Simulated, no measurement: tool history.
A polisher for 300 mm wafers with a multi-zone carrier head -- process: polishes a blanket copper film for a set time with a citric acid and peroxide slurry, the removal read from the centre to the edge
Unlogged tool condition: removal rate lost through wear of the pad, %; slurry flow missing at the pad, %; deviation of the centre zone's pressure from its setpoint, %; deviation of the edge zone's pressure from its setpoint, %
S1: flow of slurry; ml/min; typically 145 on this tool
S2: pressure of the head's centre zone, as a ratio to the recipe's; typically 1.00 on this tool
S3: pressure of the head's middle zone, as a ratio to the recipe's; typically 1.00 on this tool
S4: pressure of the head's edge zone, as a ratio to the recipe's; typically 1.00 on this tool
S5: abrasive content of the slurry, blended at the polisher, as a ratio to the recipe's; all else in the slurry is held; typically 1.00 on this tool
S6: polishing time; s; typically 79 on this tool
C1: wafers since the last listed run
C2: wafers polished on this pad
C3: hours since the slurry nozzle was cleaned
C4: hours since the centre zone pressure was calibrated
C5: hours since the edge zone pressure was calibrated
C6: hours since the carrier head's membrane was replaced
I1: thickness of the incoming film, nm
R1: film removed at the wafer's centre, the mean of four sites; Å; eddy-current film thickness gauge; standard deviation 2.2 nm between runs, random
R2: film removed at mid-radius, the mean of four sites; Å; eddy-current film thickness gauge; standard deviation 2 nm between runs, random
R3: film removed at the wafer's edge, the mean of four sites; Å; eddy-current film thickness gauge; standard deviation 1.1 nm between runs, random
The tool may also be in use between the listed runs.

run 1 day=0.000 | S1=145 S2=1.00 S3=1.00 S4=1.00 S5=1.00 S6=79 | C1=0 C2=1051 C3=555.1 C4=520.2 C5=141.5 C6=743.9 | I1=688.1 | R1=1693 R2=1550 R3=1566
-- day=0.267 slurry nozzle cleaned
run 2 day=13.033 | S1=145 S2=1.00 S3=1.00 S4=1.00 S5=1.00 S6=79 | C1=1775 C2=2826 C3=306.4 C4=833.0 C5=454.3 C6=1056.7 | I1=683.0 | R1=1713 R2=1560 R3=1570
-- day=14.617 carrier head's membrane replaced by a new one
-- day=14.667 worn pad replaced by a new one
run 3 day=14.796 | S1=145 S2=1.00 S3=1.00 S4=1.00 S5=1.00 S6=79 | C1=205 C2=17 C3=348.7 C4=875.3 C5=496.6 C6=4.3 | I1=684.5 | R1=1716 R2=1542 R3=1596
run 4 day=18.104 | S1=145 S2=1.00 S3=1.00 S4=1.00 S5=1.00 S6=79 | C1=452 C2=469 C3=428.1 C4=954.7 C5=576.0 C6=83.7 | I1=674.6 | R1=1718 R2=1586 R3=1593
run 5 day=20.025 | S1=145 S2=1.00 S3=1.00 S4=1.00 S5=1.00 S6=79 | C1=262 C2=732 C3=474.2 C4=1000.8 C5=622.1 C6=129.8 | I1=686.0 | R1=1728 R2=1543 R3=1555
-- day=22.029 slurry nozzle cleaned
run 6 day=23.017 | S1=145 S2=1.00 S3=1.00 S4=1.00 S5=1.00 S6=79 | C1=403 C2=1135 C3=23.7 C4=1072.6 C5=693.9 C6=201.6 | I1=684.1 | R1=1739 R2=1571 R3=1583
-- day=23.258 centre zone pressure recalibrated
run 7 day=26.838 | S1=145 S2=1.00 S3=1.00 S4=1.00 S5=1.00 S6=79 | C1=510 C2=1646 C3=115.4 C4=85.9 C5=785.6 C6=293.3 | I1=675.3 | R1=1567 R2=1565 R3=1557
run 8 day=31.279 | S1=145 S2=1.00 S3=1.00 S4=1.00 S5=1.00 S6=61 | C1=606 C2=2253 C3=222.0 C4=192.5 C5=892.2 C6=399.9 | I1=684.5 | R1=1249 R2=1213 R3=1201
run 9 day=32.825 | S1=145 S2=1.00 S3=1.00 S4=1.00 S5=1.00 S6=79 | C1=211 C2=2464 C3=259.1 C4=229.6 C5=929.3 C6=437.0 | I1=668.0 | R1=1598 R2=1557 R3=1575
-- day=33.442 worn pad replaced by a new one
run 10 day=35.054 | S1=110 S2=1.00 S3=1.09 S4=1.00 S5=0.80 S6=79 | C1=281 C2=220 C3=312.6 C4=283.1 C5=982.8 C6=490.5 | I1=681.0 | R1=1471 R2=1506 R3=1460
run 11 day=38.012 | S1=145 S2=1.06 S3=0.92 S4=0.97 S5=1.00 S6=79 | C1=404 C2=624 C3=383.6 C4=354.1 C5=1053.8 C6=561.5 | I1=694.1 | R1=1708 R2=1483 R3=1551
run 12 day=39.567 | S1=145 S2=1.00 S3=0.90 S4=0.94 S5=1.25 S6=79 | C1=212 C2=836 C3=420.9 C4=391.4 C5=1091.1 C6=598.8 | I1=677.8 | R1=1766 R2=1508 R3=1643
-- day=43.088 slurry nozzle cleaned
run 13 day=43.262 | S1=145 S2=1.00 S3=1.00 S4=1.00 S5=1.00 S6=79 | C1=499 C2=1336 C3=4.2 C4=480.1 C5=1179.8 C6=687.5 | I1=684.6 | R1=1663 R2=1592 R3=1571
run 14 day=46.938 | S1=115 S2=1.00 S3=0.94 S4=1.00 S5=0.90 S6=79 | C1=502 C2=1838 C3=92.4 C4=568.3 C5=1268.0 C6=775.7 | I1=672.5 | R1=1550 R2=1385 R3=1481
run 15 day=51.325 | S1=145 S2=1.00 S3=1.00 S4=1.04 S5=1.00 S6=79 | C1=599 C2=2437 C3=197.7 C4=673.6 C5=1373.3 C6=881.0 | I1=673.7 | R1=1688 R2=1572 R3=1620
-- day=52.017 edge zone pressure recalibrated
-- day=52.854 worn pad replaced by a new one
run 16 day=54.721 | S1=145 S2=1.00 S3=1.06 S4=1.00 S5=0.85 S6=79 | C1=429 C2=255 C3=279.2 C4=755.1 C5=64.9 C6=962.5 | I1=681.2 | R1=1622 R2=1595 R3=1513
-- day=57.846 carrier head's membrane replaced by a new one
-- day=63.675 slurry nozzle cleaned
run 17 day=66.633 | S1=145 S2=1.00 S3=1.00 S4=1.00 S5=1.00 S6=79 | C1=1593 C2=1848 C3=71.0 C4=1041.0 C5=350.8 C6=210.9 | I1=677.3 | R1=1731 R2=1559 R3=1595

Estimate the outcome of run 18 from the log above:
-- day=68.329 centre zone pressure recalibrated
-- day=71.367 worn pad replaced by a new one
run 18 day=75.346 | S1=145 S2=1.05 S3=1.00 S4=1.00 S5=0.80 S6=79 | C1=1156 C2=543 C3=280.1 C4=168.4 C5=559.9 C6=420.0 | I1=684.3 | R1=? R2=? R3=?

For run 18 the tool returned R1 1552 Å, R2 1468 Å, R3 1496 Å.
With no hidden state in the tool, this same run would have given R1 1527 Å, R2 1468 Å, R3 1496 Å.
